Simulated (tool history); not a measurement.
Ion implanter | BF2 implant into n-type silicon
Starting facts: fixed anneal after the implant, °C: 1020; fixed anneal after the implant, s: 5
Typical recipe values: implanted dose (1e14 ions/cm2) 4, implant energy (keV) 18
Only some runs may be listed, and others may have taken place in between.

| run | hour | implanted dose (1e14 ions/cm2) | implant energy (keV) | read-back reference wafer on the same gauge, sheet resistance | sheet resistance of the implanted and annealed layer (ohm/square) |
|---|---|---|---|---|---|
| 1 | 0 | 4 | 18 | 370.78 | 313.17 |
| 2 | 16.2 | 4 | 18 | 371.23 | 312.96 |
| 3 | 25 | 4 | 18 | 370.84 | 312.38 |
| 4 | 42.3 | 4 | 18 | 370.79 | 312.87 |
| 5 | 59.2 | 4 | 18 | 371.2 | 312.56 |
| 6 | 68.2 | 4 | 18 | 370.8 | 312.6 |
| 7 | 75.2 | 4 | 18 | 371.24 | 312.8 |
| 8 | 90.1 | 4 | 18 | 371.35 | 311.54 |
| 9 | 100.3 | 4 | 18 | 370.94 | 312.13 |
|  | 112.1 | Faraday cup replaced and dose calibrated |
| 10 | 114.3 | 4 | 18 | 370.71 | 319.36 |
| 11 | 126.5 | 4 | 18 | 370.81 | 319.53 |
| 12 | 141.4 | 4 | 18 | 370.78 | 318.49 |
| 13 | 158 | 3.22 | 12 | 370.86 | 405.99 |
| 14 | 164.9 | 4.74 | 15 | 370.86 | 302.54 |
| 15 | 178.3 | 4 | 18 | 370.78 | 319.03 |
| 16 | 191.6 | 4.8 | 13.5 | 370.91 | 310.53 |
| 17 | 197.9 | 4.52 | 22 | 370.85 | 280.1 |
| 18 | 206.7 | 4.33 | 13.5 | 370.99 | 327.38 |
|  | 218.9 | gauge calibrated |
| 19 | 222.6 | 4 | 18 | 370.98 | 319.52 |
|  | 242.6 | extraction supply calibrated |
| 20 | 243.1 | 4.32 | 22.5 | 370.88 | 287.12 |
| 21 | 247.7 | 4 | 14.5 | 370.77 | 335.94 |
| 22 | 261.1 | 4.37 | 16 | 370.88 | 309.93 |
| 23 | 278.4 | 4 | 18 | 370.96 | 319.16 |

What will run 24 give?
| 24 | 295.9 | 4.55 | 13 | ? | ? |

read-back reference wafer on the same gauge, sheet resistance: 370.92
sheet resistance of the implanted and annealed layer (ohm/square): 323.92
Minus the tool's unlogged condition, the same run would have read sheet resistance of the implanted and annealed layer (ohm/square) 324.98.

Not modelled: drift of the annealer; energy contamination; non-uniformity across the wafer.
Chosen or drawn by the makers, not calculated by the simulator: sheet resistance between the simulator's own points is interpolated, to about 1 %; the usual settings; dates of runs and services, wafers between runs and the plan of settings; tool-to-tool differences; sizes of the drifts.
